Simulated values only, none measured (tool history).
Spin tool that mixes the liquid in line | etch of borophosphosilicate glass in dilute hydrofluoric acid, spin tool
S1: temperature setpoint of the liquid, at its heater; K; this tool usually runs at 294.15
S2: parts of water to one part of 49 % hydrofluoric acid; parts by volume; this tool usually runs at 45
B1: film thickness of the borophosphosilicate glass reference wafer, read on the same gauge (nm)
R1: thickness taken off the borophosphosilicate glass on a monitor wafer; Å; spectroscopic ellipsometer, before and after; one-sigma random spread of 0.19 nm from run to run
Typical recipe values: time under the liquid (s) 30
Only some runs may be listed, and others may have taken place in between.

{"run": 1, "day": 0.0, "S1": 294.15, "S2": 45, "time under the liquid (s)": 25, "B1": 150.01, "R1": 231.2}
{"run": 2, "day": 2.154, "S1": 294.15, "S2": 45, "time under the liquid (s)": 25, "B1": 150.01, "R1": 234}
{"run": 3, "day": 6.538, "S1": 294.15, "S2": 45, "time under the liquid (s)": 25, "B1": 150.02, "R1": 234.2}
{"run": 4, "day": 9.8, "S1": 294.15, "S2": 55, "time under the liquid (s)": 30, "B1": 150, "R1": 223.4}
{"run": 5, "day": 18.304, "S1": 294.15, "S2": 45, "time under the liquid (s)": 30, "B1": 150, "R1": 282.3}
{"day": 19.608, "done": "hydrofluoric acid flow meter replaced"}
{"run": 6, "day": 21.938, "S1": 294.15, "S2": 45, "time under the liquid (s)": 30, "B1": 149.97, "R1": 273.5}
{"run": 7, "day": 25.746, "S1": 294.15, "S2": 45, "time under the liquid (s)": 30, "B1": 150, "R1": 272.2}
{"day": 26.442, "done": "thermometer replaced"}
{"run": 8, "day": 28.575, "S1": 294.15, "S2": 45, "time under the liquid (s)": 30, "B1": 149.96, "R1": 273.9}
{"run": 9, "day": 30.696, "S1": 294.15, "S2": 45, "time under the liquid (s)": 30, "B1": 150.02, "R1": 275.5}
{"run": 10, "day": 33.842, "S1": 298.15, "S2": 50, "time under the liquid (s)": 30, "B1": 150.01, "R1": 289.1}
{"day": 33.975, "done": "gauge calibrated"}
{"run": 11, "day": 37.792, "S1": 294.15, "S2": 35, "time under the liquid (s)": 50, "B1": 150.04, "R1": 593.6}
{"run": 12, "day": 39.525, "S1": 294.15, "S2": 45, "time under the liquid (s)": 30, "B1": 150.03, "R1": 271.5}
{"run": 13, "day": 43.125, "S1": 294.15, "S2": 45, "time under the liquid (s)": 20, "B1": 150, "R1": 186.4}
{"run": 14, "day": 45.367, "S1": 290.15, "S2": 45, "time under the liquid (s)": 25, "B1": 149.98, "R1": 194}
{"run": 15, "day": 49.829, "S1": 294.15, "S2": 45, "time under the liquid (s)": 30, "B1": 149.99, "R1": 277.3}
{"run": 16, "day": 53.108, "S1": 294.15, "S2": 45, "time under the liquid (s)": 25, "B1": 150.01, "R1": 228.9}
{"run": 17, "day": 57.492, "S1": 294.15, "S2": 45, "time under the liquid (s)": 45, "B1": 149.99, "R1": 415.6}
{"run": 18, "day": 59.746, "S1": 292.65, "S2": 30, "time under the liquid (s)": 30, "B1": 150, "R1": 402.5}
{"run": 19, "day": 62.921, "S1": 294.15, "S2": 45, "time under the liquid (s)": 30, "B1": 150, "R1": 280.5}

Selected run-to-run steps in R1, each split into two signed amounts: the part the tool would show with no hidden state at all (from settings, incoming material and random variation), and the remainder, which goes to the hidden state together with any gauge scatter not common to the measured and the hidden-state-free results:
Hidden conditions of the tool in this case: liquid hotter than its thermometer reads (K); hydrofluoric acid flow above the setpoint (%); gauge reads high (%).
Run 5 -> 6: hydrofluoric acid flow meter replaced. R1 -8.8 Å: hidden state -8.2, all else -0.6.
Run 11 -> 12: S2 35 -> 45, time under the liquid (s) 50 -> 30. R1 -322.1 Å: hidden state -3.1, all else -319.
